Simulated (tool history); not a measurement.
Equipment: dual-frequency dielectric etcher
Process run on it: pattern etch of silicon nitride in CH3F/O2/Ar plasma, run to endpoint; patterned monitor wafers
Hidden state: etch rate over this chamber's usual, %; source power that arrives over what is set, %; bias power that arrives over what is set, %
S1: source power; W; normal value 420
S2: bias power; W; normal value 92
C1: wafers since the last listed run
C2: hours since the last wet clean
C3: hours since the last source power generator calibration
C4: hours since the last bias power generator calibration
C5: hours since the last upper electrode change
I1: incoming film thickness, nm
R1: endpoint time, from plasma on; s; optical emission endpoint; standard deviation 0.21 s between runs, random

run   hour   S1   S2   C1     C2      C3      C4      C5     I1    R1
  1    0.0  420   92    0  164.7  2547.4  1366.3  2775.6  31.98  45.5
  2   51.9  420   92  583  216.6  2599.3  1418.2  2827.5  31.72  44.8
  3  116.0  420   92  720  280.7  2663.4  1482.3  2891.6  31.64  45.1
  4  146.3  340  109  340  311.0  2693.7  1512.6  2921.9  31.75  46.2
  5  201.2  420   92  617  365.9  2748.6  1567.5  2976.8  31.84  45.5
  6  258.4  420   92  643  423.1  2805.8  1624.7  3034.0  31.81  45.5
  7  326.0  420   92  760  490.7  2873.4  1692.3  3101.6  31.95  45.6
  8  351.8  420   92  290  516.5  2899.2  1718.1  3127.4  31.77  45.4
     381.9  -- wet clean of the chamber
  9  401.6  420   92  290   19.7  2949.0  1767.9  3177.2  31.69  45.0
 10  438.8  340   77  418   56.9  2986.2  1805.1  3214.4  31.58  52.3
     460.9  -- bias power generator calibrated
 11  487.1  470   84  498  105.2  3034.5    26.2  3262.7  32.09  45.1
 12  533.8  420   92  525  151.9  3081.2    72.9  3309.4  31.98  45.4
     566.5  -- source power generator calibrated
 13  570.9  420   92  372  189.0     4.4   110.0  3346.5  31.92  45.4
 14  609.9  420  113  438  228.0    43.4   149.0  3385.5  31.69  41.6
     660.0  -- upper electrode replaced
 15  667.1  380   70  373  285.2   100.6   206.2     7.1  32.30  53.2
 16  692.9  520  106  290  311.0   126.4   232.0    32.9  31.62  38.9
 17  723.0  450  107  338  341.1   156.5   262.1    63.0  31.74  41.7
 18  782.1  420   92  664  400.2   215.6   321.2   122.1  31.83  45.5
 19  826.9  420   85  503  445.0   260.4   366.0   166.9  31.48  46.1

Alternative continuations, all from the tool just after run 19; predict every row:
  A  827.3  420  99   4  445.4  260.8  366.4  167.3  32.00   ?
  B  827.3  500  85   4  445.4  260.8  366.4  167.3  32.00   ?
  C  827.3  320  83   4  445.4  260.8  366.4  167.3  32.00   ?
  D  827.3  470  74   4  445.4  260.8  366.4  167.3  32.00   ?
  E  827.3  480  92   4  445.4  260.8  366.4  167.3  32.00   ?

run    R1
  A  44.4
  B  43.9
  C  53.3
  D  47.4
  E  43.3
Without the tool's hidden state the same runs would have given:
run    R1
  A  44.4
  B  43.9
  C  53.3
  D  47.4
  E  43.3

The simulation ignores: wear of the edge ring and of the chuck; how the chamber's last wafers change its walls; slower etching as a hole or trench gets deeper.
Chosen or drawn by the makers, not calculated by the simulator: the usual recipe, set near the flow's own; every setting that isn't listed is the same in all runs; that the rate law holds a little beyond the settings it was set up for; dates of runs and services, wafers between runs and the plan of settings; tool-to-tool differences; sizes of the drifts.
